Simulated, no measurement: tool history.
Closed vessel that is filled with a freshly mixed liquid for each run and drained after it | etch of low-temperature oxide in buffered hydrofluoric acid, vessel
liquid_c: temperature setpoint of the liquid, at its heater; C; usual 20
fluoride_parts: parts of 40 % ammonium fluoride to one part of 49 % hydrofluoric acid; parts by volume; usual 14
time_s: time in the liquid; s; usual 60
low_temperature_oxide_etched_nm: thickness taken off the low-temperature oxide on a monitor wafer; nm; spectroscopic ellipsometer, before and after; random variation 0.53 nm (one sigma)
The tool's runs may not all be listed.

run   hour  liquid_c  fluoride_parts  time_s  read-back film thickness of the low-temperature oxide reference wafer, read on the same gauge (nm)  low_temperature_oxide_etched_nm
  1      0        20              14      45                                                                                               59.99                           128.96
  2   10.6        20              14      60                                                                                               60.01                           172.15
  3   21.8        20              14      60                                                                                               59.99                           172.02
  4   34.1        20              14      60                                                                                               60.01                           172.27
  5   44.6        20              14      60                                                                                               59.98                           171.94
  6   55.5        20              14      60                                                                                               60.01                           172.46
  7   71.7        20              14      60                                                                                               59.98                           171.72
  8     85        20              14      60                                                                                                  60                           172.05
  9   94.4        21              14      60                                                                                                  60                            182.1
 10  101.1      18.5              14      60                                                                                               59.99                           158.71
 11    117      18.5              14      60                                                                                               60.01                           158.75
 12  128.9      18.5              14      60                                                                                               59.99                           158.25
     136.5  -- gauge calibrated
 13    140        20              14      50                                                                                               59.99                           143.48
 14  151.5        17              14      75                                                                                                  60                           183.11

Run 15 comes next. What will it give?
 15  163.9        20              14      60                                                                                                   ?                                ?

Run 15 gave read-back film thickness of the low-temperature oxide reference wafer, read on the same gauge (nm) 59.98, low_temperature_oxide_etched_nm 171.74 nm.
Without the tool's hidden state the same run would have given low_temperature_oxide_etched_nm 168.48 nm.
